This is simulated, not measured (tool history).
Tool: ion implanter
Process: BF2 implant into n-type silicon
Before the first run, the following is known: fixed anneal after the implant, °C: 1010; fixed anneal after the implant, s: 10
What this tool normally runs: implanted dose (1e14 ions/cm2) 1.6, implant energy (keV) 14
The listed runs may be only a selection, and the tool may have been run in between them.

| run | hour | implanted dose (1e14 ions/cm2) | implant energy (keV) | read-back reference wafer on the same gauge, sheet resistance | sheet resistance of the implanted and annealed layer (ohm/square) |
|---|---|---|---|---|---|
| 1 | 0 | 1.6 | 14 | 727.33 | 718.39 |
| 2 | 15.9 | 1.6 | 14 | 726.73 | 709.79 |
| 3 | 37.4 | 1.79 | 14 | 727.33 | 639.48 |
| 4 | 53.8 | 1.6 | 15.5 | 727.38 | 699.91 |
| 5 | 76.8 | 1.6 | 15.5 | 726.82 | 703.53 |
| 6 | 146.8 | 1.6 | 14 | 726.6 | 711.04 |
| 7 | 181.9 | 1.6 | 14 | 727.03 | 710.67 |
| 8 | 202.5 | 1.6 | 14 | 725.94 | 709.26 |
| 9 | 223.5 | 1.6 | 14 | 726.97 | 705.97 |
| 10 | 246.5 | 1.49 | 14 | 727.57 | 758.53 |
| 11 | 270.3 | 1.6 | 14 | 727.61 | 703.92 |
| 12 | 375.9 | 1.6 | 14 | 726.79 | 711.28 |
| 13 | 400.3 | 1.6 | 14 | 727.52 | 709.46 |
| 14 | 432.8 | 1.6 | 14 | 726.54 | 713.51 |
| 15 | 461 | 1.6 | 14 | 726.74 | 711.49 |
| 16 | 484.1 | 1.6 | 14 | 727.64 | 708.59 |
| 17 | 547.8 | 1.6 | 14 | 726.09 | 711.91 |
| 18 | 642.5 | 1.6 | 14 | 727.33 | 709.85 |
| 19 | 674.6 | 1.24 | 12.5 | 727.27 | 904.79 |
| 20 | 690.4 | 2.05 | 9.5 | 728.04 | 606.2 |
|  | 712.3 | Faraday cup replaced and dose calibrated |
| 21 | 749.2 | 1.6 | 12.5 | 726.9 | 720.85 |
| 22 | 767.2 | 1.19 | 11 | 727.45 | 954.74 |
| 23 | 794.6 | 1.17 | 11 | 727.14 | 969.38 |
|  | 815.9 | extraction supply calibrated |
|  | 823.1 | gauge calibrated |
| 24 | 841.7 | 1.73 | 14 | 727.61 | 664.67 |
| 25 | 858.5 | 1.4 | 18 | 727.43 | 775.5 |
| 26 | 924.2 | 1.93 | 11 | 726.94 | 629.02 |
| 27 | 944.2 | 1.2 | 10 | 726.49 | 957.4 |
| 28 | 971.4 | 1.6 | 14 | 727.07 | 712.06 |
| 29 | 983.8 | 1.89 | 18.5 | 727.14 | 596.26 |
| 30 | 1017.2 | 1.39 | 12 | 726.41 | 826.19 |
| 31 | 1035.9 | 1.6 | 14 | 727.15 | 710.05 |
| 32 | 1056.9 | 1.6 | 16 | 727.25 | 696.7 |
| 33 | 1078.3 | 1.6 | 17.5 | 726.91 | 694.31 |

What does the tool deliver on the next run?
| 34 | 1098.8 | 1.92 | 10 | ? | ? |

read-back reference wafer on the same gauge, sheet resistance: 726.68
sheet resistance of the implanted and annealed layer (ohm/square): 636.16
Without the tool's hidden state the same run would have given sheet resistance of the implanted and annealed layer (ohm/square) 636.16.

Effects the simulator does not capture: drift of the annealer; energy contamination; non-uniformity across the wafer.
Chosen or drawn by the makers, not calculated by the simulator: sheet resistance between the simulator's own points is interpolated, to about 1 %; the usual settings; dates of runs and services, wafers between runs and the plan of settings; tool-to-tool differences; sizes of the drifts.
